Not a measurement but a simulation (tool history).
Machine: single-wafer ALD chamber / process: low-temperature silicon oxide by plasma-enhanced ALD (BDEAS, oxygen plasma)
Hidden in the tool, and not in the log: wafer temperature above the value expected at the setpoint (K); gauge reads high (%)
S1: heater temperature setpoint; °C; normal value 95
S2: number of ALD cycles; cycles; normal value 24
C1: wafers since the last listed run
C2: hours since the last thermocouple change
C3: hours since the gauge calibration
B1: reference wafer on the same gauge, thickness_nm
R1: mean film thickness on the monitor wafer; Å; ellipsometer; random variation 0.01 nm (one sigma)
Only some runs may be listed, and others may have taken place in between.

run,day,S1,S2,C1,C2,C3,B1,R1
1,0,95,24,0,150.9,623.1,3.371,34.72
2,2.621,95,24,366,213.8,686,3.369,34.83
3,4.121,95,24,209,249.8,722,3.37,34.87
4,5.458,95,24,187,281.9,754.1,3.374,34.9
5,7.321,89,24,260,326.6,798.8,3.37,35.65
6,8.571,89,24,174,356.6,828.8,3.367,35.77
7,10.712,103,24,299,408,880.2,3.373,33.93
8,13.554,95,24,397,476.2,948.4,3.373,34.76
9,20.971,95,24,1037,654.2,1126.4,3.373,34.82
10,23.192,104,24,310,707.5,1179.7,3.367,33.87
11,29.467,104,24,878,858.1,1330.3,3.372,33.89
12,31.329,104,24,260,902.8,1375,3.369,33.8
13,32.538,95,21,169,931.8,1404,3.37,30.34
14,34.329,95,24,250,974.8,1447,3.372,34.35
15,36.083,95,24,245,1016.9,1489.1,3.368,34.64
16,38.308,88,24,311,1070.3,1542.5,3.367,35.65
17,40.362,105,21,287,1119.6,1591.8,3.37,29.59
18,42.858,90,20,349,1179.5,1651.7,3.37,29.21
# day 43.112: gauge calibrated
19,49.517,95,24,931,1339.3,153.7,3.371,34.35
20,52.267,110,28,384,1405.3,219.7,3.372,38.71
21,54.954,105,24,376,1469.8,284.2,3.371,33.61
# day 56.304: thermocouple changed; heater temperature recalibrated
22,57.354,102,29,289,25.2,341.8,3.369,41.24
23,62.317,86,19,694,144.3,460.9,3.368,28.59
24,64.338,106,19,282,192.8,509.4,3.372,26.71
25,66.279,88,29,271,239.4,556,3.366,43.4
26,67.858,95,22,221,277.3,593.9,3.372,31.9
27,69.608,95,24,244,319.3,635.9,3.37,34.87
28,72.062,95,27,343,378.2,694.8,3.373,39.23
29,74.408,103,21,328,434.5,751.1,3.371,29.67
30,76.646,81,27,313,488.2,804.8,3.371,41.36
31,78.967,95,24,324,543.9,860.5,3.373,34.63

The tool's hidden state at each run:
gauge reads high (%): 0 in every run
H1: wafer temperature above the value expected at the setpoint (K)
run,H1
1,0.213
2,0.264
3,0.3
4,0.338
5,0.398
6,0.443
7,0.53
8,0.663
9,1.11
10,1.27
11,1.79
12,1.96
13,2.08
14,2.26
15,2.44
16,2.69
17,2.93
18,3.23
19,4.12
20,4.52
21,4.93
22,0.189
23,0.234
24,0.27
25,0.314
26,0.358
27,0.413
28,0.504
29,0.605
30,0.714
31,0.841
